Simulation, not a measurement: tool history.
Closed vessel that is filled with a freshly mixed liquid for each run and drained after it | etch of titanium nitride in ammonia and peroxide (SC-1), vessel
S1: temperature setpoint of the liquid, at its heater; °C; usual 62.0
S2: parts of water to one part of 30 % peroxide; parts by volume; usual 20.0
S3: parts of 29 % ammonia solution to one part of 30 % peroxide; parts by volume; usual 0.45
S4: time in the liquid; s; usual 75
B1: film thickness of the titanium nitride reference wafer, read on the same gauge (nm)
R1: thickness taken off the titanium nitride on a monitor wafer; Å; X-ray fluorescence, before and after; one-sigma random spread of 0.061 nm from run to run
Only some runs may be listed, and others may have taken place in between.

run,day,S1,S2,S3,S4,B1,R1
1,0.000,64.5,20.0,0.45,75,68.75,100.6
2,4.038,64.5,20.0,0.45,75,68.68,99.4
# day 4.600: new drum of ammonia solution connected
3,10.658,62.0,20.0,0.45,75,68.43,84.3
# day 11.521: ammonia flow meter replaced
4,13.538,62.0,13.5,0.45,100,68.33,140.9
5,15.312,62.0,20.0,0.50,75,68.29,85.2
6,17.442,62.0,20.0,0.50,75,68.18,84.7
7,21.529,62.0,20.0,0.50,75,68.07,86.4
# day 22.438: new drum of ammonia solution connected
8,25.058,62.0,27.5,0.35,75,67.85,67.1
9,27.496,62.0,27.5,0.35,75,67.79,66.8
10,29.696,62.0,27.5,0.35,75,67.74,66.8
11,31.754,62.0,20.0,0.45,75,67.64,83.6
12,33.338,62.0,20.0,0.35,75,67.60,78.8
13,36.250,62.0,20.0,0.35,75,67.38,78.1
# day 38.675: gauge calibrated
14,40.367,62.0,20.0,0.45,75,69.65,86.9
# day 40.700: new drum of ammonia solution connected
# day 43.308: ammonia flow meter replaced
15,43.875,62.0,13.5,0.55,75,69.66,112.0
16,46.346,62.0,24.0,0.45,75,69.68,78.1
17,49.279,62.0,16.0,0.25,75,69.66,87.3
# day 53.738: thermometer replaced
18,58.233,52.5,20.0,0.50,75,69.53,46.2
# day 63.738: new drum of ammonia solution connected
19,70.021,59.0,20.0,0.45,115,69.44,107.5
20,72.725,54.5,28.0,0.50,40,69.40,23.2
# day 74.175: ammonia flow meter replaced
21,74.504,69.5,26.0,0.45,75,69.34,120.4
22,78.996,62.0,20.0,0.45,75,69.32,85.2
23,82.496,62.0,20.0,0.30,50,69.20,52.8
# day 83.121: new drum of ammonia solution connected
24,84.333,66.0,14.5,0.45,75,69.25,133.3
25,87.446,52.5,16.0,0.40,40,69.14,26.7
26,89.725,62.0,20.0,0.45,75,69.15,85.5
27,93.217,67.5,20.0,0.50,115,69.02,188.3
28,97.088,69.0,20.0,0.45,55,68.91,97.6

Forecast each of these 3 alternatives for the next run:
A,97.117,62.0,20.0,0.45,75,?,?
B,97.117,56.0,20.0,0.45,55,?,?
C,97.117,62.0,29.0,0.65,75,?,?

run,B1,R1
A,68.89,85.2
B,68.89,42.0
C,68.89,74.0
With no hidden state in the tool, these same runs would have given:
run,R1
A,86.5
B,42.7
C,75.1

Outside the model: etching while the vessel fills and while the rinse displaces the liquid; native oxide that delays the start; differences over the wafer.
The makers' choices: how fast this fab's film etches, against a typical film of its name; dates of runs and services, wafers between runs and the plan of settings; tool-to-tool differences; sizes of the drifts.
